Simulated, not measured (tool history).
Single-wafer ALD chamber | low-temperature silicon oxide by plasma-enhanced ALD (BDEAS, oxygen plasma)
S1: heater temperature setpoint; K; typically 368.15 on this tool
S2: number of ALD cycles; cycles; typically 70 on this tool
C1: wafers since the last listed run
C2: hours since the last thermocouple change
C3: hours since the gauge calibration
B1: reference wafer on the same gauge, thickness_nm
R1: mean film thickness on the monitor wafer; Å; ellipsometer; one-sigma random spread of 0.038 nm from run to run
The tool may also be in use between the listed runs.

{"run": 1, "day": 0.0, "S1": 368.15, "S2": 70, "C1": 0, "C2": 193.3, "C3": 610.6, "B1": 11.489, "R1": 102.29}
{"run": 2, "day": 4.25, "S1": 368.15, "S2": 63, "C1": 304, "C2": 295.3, "C3": 712.6, "B1": 11.494, "R1": 91.74}
{"run": 3, "day": 7.071, "S1": 368.15, "S2": 63, "C1": 202, "C2": 363, "C3": 780.3, "B1": 11.483, "R1": 92.66}
{"run": 4, "day": 11.142, "S1": 368.15, "S2": 70, "C1": 291, "C2": 460.7, "C3": 878, "B1": 11.497, "R1": 101.95}
{"run": 5, "day": 14.188, "S1": 368.15, "S2": 70, "C1": 218, "C2": 533.8, "C3": 951.1, "B1": 11.489, "R1": 102.24}
{"day": 16.392, "done": "gauge calibrated"}
{"run": 6, "day": 17.771, "S1": 368.15, "S2": 65, "C1": 256, "C2": 619.8, "C3": 33.1, "B1": 11.494, "R1": 94.23}
{"run": 7, "day": 20.121, "S1": 368.15, "S2": 65, "C1": 168, "C2": 676.2, "C3": 89.5, "B1": 11.499, "R1": 94.94}
{"run": 8, "day": 24.267, "S1": 368.15, "S2": 60, "C1": 297, "C2": 775.7, "C3": 189, "B1": 11.484, "R1": 86.56}
{"run": 9, "day": 27.708, "S1": 368.15, "S2": 60, "C1": 246, "C2": 858.3, "C3": 271.6, "B1": 11.498, "R1": 87.07}
{"run": 10, "day": 31.283, "S1": 368.15, "S2": 60, "C1": 256, "C2": 944.1, "C3": 357.4, "B1": 11.493, "R1": 87.81}
{"run": 11, "day": 33.854, "S1": 368.15, "S2": 70, "C1": 184, "C2": 1005.8, "C3": 419.1, "B1": 11.503, "R1": 101.35}
{"run": 12, "day": 35.633, "S1": 356.15, "S2": 77, "C1": 127, "C2": 1048.5, "C3": 461.8, "B1": 11.489, "R1": 116.22}
{"run": 13, "day": 41.221, "S1": 368.15, "S2": 62, "C1": 400, "C2": 1182.6, "C3": 595.9, "B1": 11.497, "R1": 90.32}
{"run": 14, "day": 43.5, "S1": 368.15, "S2": 60, "C1": 163, "C2": 1237.3, "C3": 650.6, "B1": 11.508, "R1": 87.42}
{"run": 15, "day": 47.692, "S1": 354.15, "S2": 80, "C1": 300, "C2": 1337.9, "C3": 751.2, "B1": 11.501, "R1": 120.65}
{"run": 16, "day": 51.862, "S1": 359.15, "S2": 73, "C1": 298, "C2": 1438, "C3": 851.3, "B1": 11.5, "R1": 109.1}
{"day": 54.271, "done": "gauge calibrated"}
{"run": 17, "day": 55.862, "S1": 380.15, "S2": 64, "C1": 286, "C2": 1534, "C3": 38.2, "B1": 11.497, "R1": 91.5}
{"day": 58.004, "done": "thermocouple changed; heater temperature recalibrated"}
{"run": 18, "day": 59.475, "S1": 356.15, "S2": 74, "C1": 235, "C2": 35.3, "C3": 124.9, "B1": 11.5, "R1": 113.08}
{"run": 19, "day": 62.288, "S1": 359.15, "S2": 58, "C1": 201, "C2": 102.8, "C3": 192.4, "B1": 11.512, "R1": 88.22}
{"run": 20, "day": 65.317, "S1": 368.15, "S2": 70, "C1": 217, "C2": 175.5, "C3": 265.1, "B1": 11.496, "R1": 102.23}
{"run": 21, "day": 69.225, "S1": 355.15, "S2": 59, "C1": 280, "C2": 269.3, "C3": 358.9, "B1": 11.492, "R1": 90.53}
{"run": 22, "day": 71.4, "S1": 368.15, "S2": 84, "C1": 155, "C2": 321.5, "C3": 411.1, "B1": 11.502, "R1": 123.87}
{"run": 23, "day": 80.117, "S1": 363.15, "S2": 62, "C1": 624, "C2": 530.7, "C3": 620.3, "B1": 11.512, "R1": 92.41}
{"run": 24, "day": 81.983, "S1": 360.15, "S2": 70, "C1": 133, "C2": 575.5, "C3": 665.1, "B1": 11.499, "R1": 105.02}

Some steps in R1, run to run, broken into two amounts with sign: the step expected even without the hidden condition (settings, incoming material, random variation), and the rest, left for the hidden condition together with whatever gauge scatter is not in both the measured and the hidden-condition-free result:
What the log doesn't record here: wafer temperature above the value expected at the setpoint (K); gauge reads high (%).
Run 14 -> 15: S1 368.15 -> 354.15, S2 60 -> 80. R1 +33.23 Å: hidden state -0.7, all else +33.93.
Run 16 -> 17: S1 359.15 -> 380.15, S2 73 -> 64, gauge calibrated. R1 -17.6 Å: hidden state +1.23, all else -18.83.
Run 17 -> 18: S1 380.15 -> 356.15, S2 64 -> 74, thermocouple changed; heater temperature recalibrated. R1 +21.58 Å: hidden state +1.02, all else +20.56.
Run 21 -> 22: S1 355.15 -> 368.15, S2 59 -> 84. R1 +33.34 Å: hidden state -0.39, all else +33.73.
